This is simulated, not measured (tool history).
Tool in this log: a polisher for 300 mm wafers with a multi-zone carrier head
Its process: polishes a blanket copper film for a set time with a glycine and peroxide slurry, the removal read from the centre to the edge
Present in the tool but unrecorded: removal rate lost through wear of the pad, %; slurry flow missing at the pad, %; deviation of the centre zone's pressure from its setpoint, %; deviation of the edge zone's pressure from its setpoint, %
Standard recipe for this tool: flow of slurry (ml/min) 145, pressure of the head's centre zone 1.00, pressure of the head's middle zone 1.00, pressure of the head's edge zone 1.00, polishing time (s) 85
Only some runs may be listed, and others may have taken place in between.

run	hour	flow of slurry (ml/min)	pressure of the head's centre zone	pressure of the head's middle zone	pressure of the head's edge zone	polishing time (s)	wafers since the last listed run	wafers polished on this pad	hours since the slurry nozzle was cleaned	hours since the centre zone pressure was calibrated	hours since the edge zone pressure was calibrated	hours since the carrier head's membrane was replaced	incoming thickness of the incoming film, nm	film removed at the wafer's centre (angstrom)	film removed at mid-radius (angstrom)	film removed at the wafer's edge (angstrom)
1	0.0	145	1.00	1.00	1.00	85	0	463	779.4	686.6	883.4	462.2	2052.7	3761	3813	3843
2	14.7	145	1.00	1.00	1.00	85	156	620	794.1	701.3	898.1	476.9	2083.1	3771	3805	3852
3	28.0	145	1.07	1.00	1.00	85	141	761	807.4	714.6	911.4	490.2	2082.3	4006	3839	3847
4	42.8	145	1.00	1.00	1.00	85	157	919	822.2	729.4	926.2	505.0	2064.8	3683	3768	3909
5	59.1	145	1.00	1.00	1.00	85	173	1093	838.5	745.7	942.5	521.3	2057.5	3644	3850	3890
# hour 68.4: worn pad replaced by a new one
6	72.4	145	1.00	1.00	1.00	85	99	42	851.8	759.0	955.8	534.6	2088.5	3722	3796	3895
7	81.8	145	1.00	1.00	1.00	85	100	142	861.2	768.4	965.2	544.0	2085.2	3726	3848	3866
8	96.8	145	1.00	1.00	1.00	65	159	302	876.2	783.4	980.2	559.0	2084.8	2857	2941	2953
9	105.4	145	1.00	1.00	1.00	65	91	394	884.8	792.0	988.8	567.6	2055.5	2902	2958	2943
10	115.4	145	1.00	1.00	1.00	65	106	500	894.8	802.0	998.8	577.6	2088.0	2762	2930	2950
# hour 124.0: carrier head's membrane replaced by a new one
11	124.4	145	1.00	1.00	1.00	85	42	543	903.8	811.0	1007.8	0.4	2076.8	3700	3852	3828
# hour 133.8: slurry nozzle cleaned
# hour 134.6: edge zone pressure recalibrated
12	135.1	175	1.00	1.00	1.00	85	94	638	1.3	821.7	0.5	11.1	2056.5	4245	4247	4111
13	145.6	145	1.00	1.00	1.00	85	111	750	11.8	832.2	11.0	21.6	2076.1	4160	4156	4084
# hour 156.1: worn pad replaced by a new one
14	163.3	145	1.00	1.00	0.89	72	146	77	29.5	849.9	28.7	39.3	2047.0	3496	3506	3342
15	173.4	145	1.10	0.91	0.91	85	107	184	39.6	860.0	38.8	49.4	2070.2	4365	3978	3891
16	184.1	180	1.08	1.00	1.06	56	114	298	50.3	870.7	49.5	60.1	2068.4	2962	2738	2818
# hour 204.6: centre zone pressure recalibrated
17	234.1	145	1.00	1.00	1.00	85	511	810	100.3	29.5	99.5	110.1	2038.9	3905	4024	4069
# hour 258.5: worn pad replaced by a new one
18	267.6	145	1.00	1.00	0.96	85	314	97	133.8	63.0	133.0	143.6	2031.6	3950	4029	3942
19	283.0	145	1.00	1.00	1.00	85	164	261	149.2	78.4	148.4	159.0	2025.0	3912	4016	4012
20	297.2	145	1.00	1.00	1.00	65	151	412	163.4	92.6	162.6	173.2	2033.2	2960	3040	3000
21	308.6	105	1.00	1.10	0.95	85	121	534	174.8	104.0	174.0	184.6	2058.7	3666	3921	3657
22	321.5	145	1.00	1.00	1.07	85	137	671	187.7	116.9	186.9	197.5	2051.5	3846	3937	4119
23	333.1	145	0.91	0.90	0.90	85	123	795	199.3	128.5	198.5	209.1	2032.6	3596	3786	3867

Hidden state, per run?
removal rate lost through wear of the pad, %: 0 on each run
deviation of the centre zone's pressure from its setpoint, %: 0 on each run
deviation of the edge zone's pressure from its setpoint, %: 0 on each run
H1: slurry flow missing at the pad, %
run	H1
1	40.8
2	40.9
3	41
4	41.1
5	41.2
6	41.3
7	41.4
8	41.5
9	41.5
10	41.6
11	41.6
12	3.41
13	5.03
14	7.63
15	9.03
16	10.5
17	16.4
18	19.8
19	21.3
20	22.5
21	23.5
22	24.5
23	25.4

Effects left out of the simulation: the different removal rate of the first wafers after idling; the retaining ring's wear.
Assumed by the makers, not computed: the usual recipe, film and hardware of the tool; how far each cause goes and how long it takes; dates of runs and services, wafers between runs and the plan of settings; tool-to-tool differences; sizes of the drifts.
